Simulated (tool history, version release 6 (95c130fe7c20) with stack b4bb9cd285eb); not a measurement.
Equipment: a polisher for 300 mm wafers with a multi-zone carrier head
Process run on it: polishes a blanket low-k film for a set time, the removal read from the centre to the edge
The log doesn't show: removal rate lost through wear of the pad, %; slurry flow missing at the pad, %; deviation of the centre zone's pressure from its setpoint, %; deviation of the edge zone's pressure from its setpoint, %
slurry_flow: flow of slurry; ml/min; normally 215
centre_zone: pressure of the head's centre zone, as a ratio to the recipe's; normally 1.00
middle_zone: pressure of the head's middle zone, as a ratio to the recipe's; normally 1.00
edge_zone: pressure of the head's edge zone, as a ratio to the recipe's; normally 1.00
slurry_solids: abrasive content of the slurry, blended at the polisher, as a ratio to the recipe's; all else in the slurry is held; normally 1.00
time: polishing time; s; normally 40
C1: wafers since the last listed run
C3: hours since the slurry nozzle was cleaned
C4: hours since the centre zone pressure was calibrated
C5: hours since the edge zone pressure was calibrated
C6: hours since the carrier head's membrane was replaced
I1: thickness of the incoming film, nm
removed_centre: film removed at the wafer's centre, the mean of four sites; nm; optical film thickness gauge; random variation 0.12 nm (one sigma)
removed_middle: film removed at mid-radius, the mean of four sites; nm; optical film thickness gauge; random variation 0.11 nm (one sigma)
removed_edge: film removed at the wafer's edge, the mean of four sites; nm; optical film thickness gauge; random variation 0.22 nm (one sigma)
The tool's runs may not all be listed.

Run 1, hour 0.0: usual settings but centre_zone 1.03; C1 0; wafers polished on this pad 1231; C3 549.3; C4 748.1; C5 391.3; C6 702.6; I1 577.3. Result: removed_centre 15.7 nm, removed_middle 15.4 nm, removed_edge 15.0 nm.
At hour 24.0: worn pad replaced by a new one.
Run 2, hour 34.5: usual settings but centre_zone 1.03; C1 340; wafers polished on this pad 117; C3 583.8; C4 782.6; C5 425.8; C6 737.1; I1 569.8. Result: removed_centre 15.4 nm, removed_middle 15.4 nm, removed_edge 14.8 nm.
Run 3, hour 58.8: usual settings but centre_zone 0.97, time 47 s; C1 271; wafers polished on this pad 389; C3 608.1; C4 806.9; C5 450.1; C6 761.4; I1 566.3. Result: removed_centre 17.2 nm, removed_middle 18.1 nm, removed_edge 17.0 nm.
Run 4, hour 79.1: usual settings; C1 226; wafers polished on this pad 616; C3 628.4; C4 827.2; C5 470.4; C6 781.7; I1 571.1. Result: removed_centre 15.1 nm, removed_middle 15.5 nm, removed_edge 14.5 nm.
Run 5, hour 109.5: usual settings; C1 339; wafers polished on this pad 955; C3 658.8; C4 857.6; C5 500.8; C6 812.1; I1 574.6. Result: removed_centre 15.1 nm, removed_middle 15.2 nm, removed_edge 14.9 nm.
Run 6, hour 143.4: usual settings but edge_zone 0.97; C1 378; wafers polished on this pad 1334; C3 692.7; C4 891.5; C5 534.7; C6 846.0; I1 572.4. Result: removed_centre 15.3 nm, removed_middle 15.4 nm, removed_edge 14.5 nm.
At hour 160.2: worn pad replaced by a new one.
Run 7, hour 167.0: usual settings but edge_zone 0.97; C1 219; wafers polished on this pad 75; C3 716.3; C4 915.1; C5 558.3; C6 869.6; I1 570.6. Result: removed_centre 15.1 nm, removed_middle 15.4 nm, removed_edge 14.6 nm.
At hour 189.6: edge zone pressure recalibrated.
Run 8, hour 190.1: usual settings; C1 235; wafers polished on this pad 311; C3 739.4; C4 938.2; C5 0.5; C6 892.7; I1 575.8. Result: removed_centre 15.2 nm, removed_middle 15.4 nm, removed_edge 15.2 nm.
Run 9, hour 217.5: usual settings; C1 306; wafers polished on this pad 617; C3 766.8; C4 965.6; C5 27.9; C6 920.1; I1 562.1. Result: removed_centre 15.1 nm, removed_middle 15.4 nm, removed_edge 14.8 nm.
Run 10, hour 251.8: usual settings but centre_zone 1.03; C1 383; wafers polished on this pad 1001; C3 801.1; C4 999.9; C5 62.2; C6 954.4; I1 573.0. Result: removed_centre 15.5 nm, removed_middle 15.3 nm, removed_edge 14.8 nm.
At hour 259.0: slurry nozzle cleaned.
At hour 261.0: centre zone pressure recalibrated.
Run 11, hour 271.1: usual settings; C1 182; wafers polished on this pad 1183; C3 12.1; C4 10.1; C5 81.5; C6 973.7; I1 558.1. Result: removed_centre 15.1 nm, removed_middle 15.2 nm, removed_edge 14.5 nm.
At hour 293.2: worn pad replaced by a new one.
At hour 303.0: carrier head's membrane replaced by a new one.
Run 12, hour 306.1: usual settings but centre_zone 0.94, slurry_solids 0.80; C1 290; wafers polished on this pad 87; C3 47.1; C4 45.1; C5 116.5; C6 3.1; I1 575.0. Result: removed_centre 13.7 nm, removed_middle 14.6 nm, removed_edge 14.1 nm.
Run 13, hour 340.6: usual settings but centre_zone 0.94; C1 385; wafers polished on this pad 473; C3 81.6; C4 79.6; C5 151.0; C6 37.6; I1 571.4. Result: removed_centre 14.3 nm, removed_middle 15.3 nm, removed_edge 14.9 nm.
Run 14, hour 357.5: usual settings but middle_zone 0.92, slurry_solids 1.20; C1 188; wafers polished on this pad 662; C3 98.5; C4 96.5; C5 167.9; C6 54.5; I1 574.1. Result: removed_centre 16.0 nm, removed_middle 15.2 nm, removed_edge 15.2 nm.
Run 15, hour 388.4: usual settings but edge_zone 1.03, slurry_solids 0.85, time 46 s; C1 345; wafers polished on this pad 1007; C3 129.4; C4 127.4; C5 198.8; C6 85.4; I1 565.1. Result: removed_centre 16.9 nm, removed_middle 16.9 nm, removed_edge 16.2 nm.
Run 16, hour 411.9: usual settings but slurry_flow 160 ml/min, middle_zone 1.09, slurry_solids 1.10, time 46 s; C1 262; wafers polished on this pad 1270; C3 152.9; C4 150.9; C5 222.3; C6 108.9; I1 567.4. Result: removed_centre 17.0 nm, removed_middle 18.6 nm, removed_edge 16.9 nm.
At hour 421.3: worn pad replaced by a new one.
Run 17, hour 446.6: usual settings but slurry_flow 280 ml/min, middle_zone 1.05, edge_zone 1.05; C1 343; wafers polished on this pad 282; C3 187.6; C4 185.6; C5 257.0; C6 143.6; I1 580.4. Result: removed_centre 15.5 nm, removed_middle 16.5 nm, removed_edge 15.5 nm.
Run 18, hour 460.2: usual settings but slurry_flow 250 ml/min, centre_zone 0.92, slurry_solids 0.75; C1 151; wafers polished on this pad 434; C3 201.2; C4 199.2; C5 270.6; C6 157.2; I1 570.9. Result: removed_centre 13.2 nm, removed_middle 14.6 nm, removed_edge 14.3 nm.

Consider 4 possible next runs. They are alternatives, not a sequence: every one starts from the tool as it was left by run 18. What does each give?
Run A, hour 460.6: usual settings; C1 4; wafers polished on this pad 439; C3 201.6; C4 199.6; C5 271.0; C6 157.6; I1 570.8. Result: removed_centre ?, removed_middle ?, removed_edge ?.
Run B, hour 460.6: usual settings but edge_zone 0.90; C1 4; wafers polished on this pad 439; C3 201.6; C4 199.6; C5 271.0; C6 157.6; I1 570.8. Result: removed_centre ?, removed_middle ?, removed_edge ?.
Run C, hour 460.6: usual settings but time 35 s; C1 4; wafers polished on this pad 439; C3 201.6; C4 199.6; C5 271.0; C6 157.6; I1 570.8. Result: removed_centre ?, removed_middle ?, removed_edge ?.
Run D, hour 460.6: usual settings but middle_zone 0.90; C1 4; wafers polished on this pad 439; C3 201.6; C4 199.6; C5 271.0; C6 157.6; I1 570.8. Result: removed_centre ?, removed_middle ?, removed_edge ?.

run  removed_centre  removed_middle  removed_edge
  A            15.3            15.6          14.7
  B            15.3            15.6          14.4
  C            13.4            13.6          12.9
  D            15.3            14.3          14.8
Without the tool's unlogged condition, the same runs would have read:
run  removed_centre  removed_middle  removed_edge
  A            15.3            15.6          14.7
  B            15.3            15.6          14.4
  C            13.4            13.6          12.9
  D            15.3            14.3          14.8
